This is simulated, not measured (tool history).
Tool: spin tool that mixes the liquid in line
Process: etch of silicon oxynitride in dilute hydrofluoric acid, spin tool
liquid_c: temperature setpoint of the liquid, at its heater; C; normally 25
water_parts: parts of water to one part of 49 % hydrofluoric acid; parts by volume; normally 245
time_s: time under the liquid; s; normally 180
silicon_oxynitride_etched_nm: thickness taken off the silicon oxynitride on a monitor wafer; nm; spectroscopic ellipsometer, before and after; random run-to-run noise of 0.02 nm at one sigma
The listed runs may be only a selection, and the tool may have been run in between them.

run	hour	liquid_c	water_parts	time_s	read-back film thickness of the silicon oxynitride reference wafer, read on the same gauge (nm)	silicon_oxynitride_etched_nm
1	0.0	25	245	180	29.977	2.388
2	34.0	25	245	180	29.970	2.410
3	61.3	25	245	140	30.057	1.856
4	90.3	25	245	180	30.038	2.405
5	122.8	25	245	180	30.035	2.400
6	144.8	25	205	180	30.025	3.010
7	162.6	25	205	180	29.948	2.973
8	190.0	25	245	180	29.987	2.426
9	222.2	25	245	180	30.025	2.408
10	253.3	22	205	135	29.990	1.978

Run 11, settings as shown, results not yet in. Your forecast:
11	271.2	25	195	180	?	?

{"run 11": {"read-back film thickness of the silicon oxynitride reference wafer, read on the same gauge (nm)": 30.035, "silicon_oxynitride_etched_nm": 3.181}}
On a tool with no hidden condition, and with the same random variation, this run would have come out at silicon_oxynitride_etched_nm 2.786 nm.
